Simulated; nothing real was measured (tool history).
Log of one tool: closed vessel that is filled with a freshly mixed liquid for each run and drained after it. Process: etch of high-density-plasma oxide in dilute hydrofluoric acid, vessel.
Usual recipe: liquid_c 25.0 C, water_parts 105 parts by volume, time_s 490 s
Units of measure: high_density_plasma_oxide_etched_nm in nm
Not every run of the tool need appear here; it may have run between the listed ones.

| run | hour | liquid_c | water_parts | time_s | wafers since the last listed run | hours since the thermometer was replaced | hours since the hydrofluoric acid flow meter was replaced | hours since the gauge calibration | read-back film thickness of the high-density-plasma oxide reference wafer, read on the same gauge (nm) | high_density_plasma_oxide_etched_nm |
|---|---|---|---|---|---|---|---|---|---|---|
| 1 | 0.0 | 25.0 | 105 | 490 | 0 | 2001.7 | 384.0 | 110.0 | 149.99 | 26.47 |
| 2 | 65.4 | 25.0 | 105 | 490 | 3825 | 2067.1 | 449.4 | 175.4 | 149.99 | 26.39 |
| 3 | 98.8 | 25.0 | 105 | 490 | 1953 | 2100.5 | 482.8 | 208.8 | 149.98 | 26.46 |
| 4 | 128.7 | 25.0 | 105 | 490 | 1749 | 2130.4 | 512.7 | 238.7 | 150.01 | 26.40 |
| 5 | 185.3 | 25.0 | 105 | 490 | 3311 | 2187.0 | 569.3 | 295.3 | 150.07 | 26.39 |
| 6 | 221.3 | 25.0 | 105 | 490 | 2106 | 2223.0 | 605.3 | 331.3 | 150.00 | 26.27 |
| 7 | 246.8 | 25.0 | 105 | 490 | 1491 | 2248.5 | 630.8 | 356.8 | 150.01 | 26.16 |
| 8 | 285.8 | 25.0 | 105 | 325 | 2281 | 2287.5 | 669.8 | 395.8 | 150.04 | 17.39 |
| 9 | 330.4 | 25.0 | 105 | 325 | 2609 | 2332.1 | 714.4 | 440.4 | 149.99 | 17.44 |
| 10 | 367.8 | 23.0 | 105 | 490 | 2187 | 2369.5 | 751.8 | 477.8 | 149.95 | 24.06 |
| 11 | 392.2 | 23.0 | 105 | 490 | 1427 | 2393.9 | 776.2 | 502.2 | 149.95 | 24.30 |
| 12 | 459.4 | 23.0 | 105 | 490 | 3931 | 2461.1 | 843.4 | 569.4 | 150.03 | 24.28 |
| 13 | 528.6 | 25.0 | 105 | 490 | 4048 | 2530.3 | 912.6 | 638.6 | 150.05 | 26.02 |
| 14 | 580.4 | 25.0 | 105 | 490 | 3030 | 2582.1 | 964.4 | 690.4 | 149.99 | 26.00 |
| 15 | 606.0 | 22.5 | 145 | 280 | 1497 | 2607.7 | 990.0 | 716.0 | 149.97 | 9.43 |
|  | 618.1 | thermometer replaced |
| 16 | 645.6 | 22.5 | 130 | 600 | 2258 | 27.5 | 1029.6 | 755.6 | 150.02 | 23.60 |
| 17 | 693.8 | 25.0 | 105 | 645 | 2819 | 75.7 | 1077.8 | 803.8 | 150.02 | 35.30 |
| 18 | 743.9 | 27.5 | 85 | 620 | 2930 | 125.8 | 1127.9 | 853.9 | 150.00 | 47.54 |
| 19 | 868.2 | 25.0 | 105 | 490 | 7271 | 250.1 | 1252.2 | 978.2 | 149.97 | 26.96 |
|  | 875.9 | gauge calibrated |
| 20 | 899.5 | 25.0 | 105 | 490 | 1831 | 281.4 | 1283.5 | 23.6 | 149.98 | 26.96 |
| 21 | 923.9 | 25.0 | 105 | 490 | 1427 | 305.8 | 1307.9 | 48.0 | 150.01 | 26.96 |
| 22 | 974.6 | 25.0 | 150 | 725 | 2965 | 356.5 | 1358.6 | 98.7 | 149.99 | 26.59 |
| 23 | 1004.4 | 25.0 | 105 | 565 | 1743 | 386.3 | 1388.4 | 128.5 | 150.01 | 30.83 |
|  | 1018.2 | hydrofluoric acid flow meter replaced |
| 24 | 1067.5 | 27.0 | 105 | 570 | 3632 | 449.4 | 49.3 | 191.6 | 150.02 | 33.69 |
| 25 | 1112.1 | 23.0 | 60 | 200 | 2609 | 494.0 | 93.9 | 236.2 | 149.97 | 18.70 |
| 26 | 1154.3 | 21.0 | 105 | 415 | 2468 | 536.2 | 136.1 | 278.4 | 150.02 | 19.43 |
| 27 | 1199.0 | 23.5 | 105 | 490 | 2614 | 580.9 | 180.8 | 323.1 | 150.01 | 25.44 |
| 28 | 1228.3 | 20.5 | 150 | 655 | 1714 | 610.2 | 210.1 | 352.4 | 149.97 | 19.91 |
| 29 | 1284.2 | 23.5 | 105 | 490 | 3270 | 666.1 | 266.0 | 408.3 | 149.96 | 25.13 |
| 30 | 1336.1 | 20.5 | 85 | 670 | 3036 | 718.0 | 317.9 | 460.2 | 149.96 | 38.31 |
| 31 | 1390.6 | 25.0 | 105 | 490 | 3188 | 772.5 | 372.4 | 514.7 | 150.03 | 26.77 |

Below are 5 alternative next runs, each starting from the tool's condition after run 31. Predict each:
| A | 1391.4 | 25.0 | 105 | 775 | 46 | 773.3 | 373.2 | 515.5 | ? | ? |
| B | 1391.4 | 29.5 | 105 | 490 | 46 | 773.3 | 373.2 | 515.5 | ? | ? |
| C | 1391.4 | 29.5 | 145 | 670 | 46 | 773.3 | 373.2 | 515.5 | ? | ? |
| D | 1391.4 | 25.0 | 60 | 490 | 46 | 773.3 | 373.2 | 515.5 | ? | ? |
| E | 1391.4 | 23.0 | 120 | 200 | 46 | 773.3 | 373.2 | 515.5 | ? | ? |

| run | read-back film thickness of the high-density-plasma oxide reference wafer, read on the same gauge (nm) | high_density_plasma_oxide_etched_nm |
|---|---|---|
| A | 150.04 | 42.06 |
| B | 150.04 | 31.61 |
| C | 150.04 | 29.67 |
| D | 150.04 | 49.30 |
| E | 150.04 | 8.62 |
Without the tool's hidden state the same runs would have given:
| run | high_density_plasma_oxide_etched_nm |
|---|---|
| A | 42.60 |
| B | 32.00 |
| C | 30.03 |
| D | 49.96 |
| E | 8.73 |
